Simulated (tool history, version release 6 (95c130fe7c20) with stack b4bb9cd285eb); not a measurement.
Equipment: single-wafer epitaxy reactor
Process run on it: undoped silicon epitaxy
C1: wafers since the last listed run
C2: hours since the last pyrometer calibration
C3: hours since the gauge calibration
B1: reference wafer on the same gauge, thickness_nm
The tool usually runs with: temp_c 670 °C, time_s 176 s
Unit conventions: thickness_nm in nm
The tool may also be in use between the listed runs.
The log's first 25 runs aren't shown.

run 26 hour=644.6 | temp_c=683 time_s=144 | C1=288 C2=232.7 C3=70.2 | B1=40.507 | thickness_nm=50.412
run 27 hour=661.8 | temp_c=677 time_s=176 | C1=139 C2=249.9 C3=87.4 | B1=40.531 | thickness_nm=53.506
run 28 hour=677.1 | temp_c=676 time_s=151 | C1=124 C2=265.2 C3=102.7 | B1=40.461 | thickness_nm=44.806
run 29 hour=699.7 | temp_c=670 time_s=176 | C1=183 C2=287.8 C3=125.3 | B1=40.532 | thickness_nm=45.316
run 30 hour=717.7 | temp_c=670 time_s=176 | C1=146 C2=305.8 C3=143.3 | B1=40.520 | thickness_nm=45.536
run 31 hour=730.7 | temp_c=661 time_s=190 | C1=105 C2=318.8 C3=156.3 | B1=40.480 | thickness_nm=39.480
run 32 hour=745.8 | temp_c=670 time_s=176 | C1=122 C2=333.9 C3=171.4 | B1=40.513 | thickness_nm=45.487
run 33 hour=760.7 | temp_c=670 time_s=176 | C1=120 C2=348.8 C3=186.3 | B1=40.504 | thickness_nm=45.444

3 ways to go on from here, each from the tool as it stands after run 33. What would each give?
run A hour=761.1 | temp_c=670 time_s=160 | C1=3 C2=349.2 C3=186.7 | B1=? | thickness_nm=?
run B hour=761.1 | temp_c=681 time_s=176 | C1=3 C2=349.2 C3=186.7 | B1=? | thickness_nm=?
run C hour=761.1 | temp_c=662 time_s=197 | C1=3 C2=349.2 C3=186.7 | B1=? | thickness_nm=?

run=A B1=40.493 thickness_nm=41.132
run=B B1=40.493 thickness_nm=58.588
run=C B1=40.493 thickness_nm=41.783
Take away the tool's hidden state, keep each run's random variation, and the runs would have read:
run=A thickness_nm=41.333
run=B thickness_nm=58.868
run=C thickness_nm=41.991

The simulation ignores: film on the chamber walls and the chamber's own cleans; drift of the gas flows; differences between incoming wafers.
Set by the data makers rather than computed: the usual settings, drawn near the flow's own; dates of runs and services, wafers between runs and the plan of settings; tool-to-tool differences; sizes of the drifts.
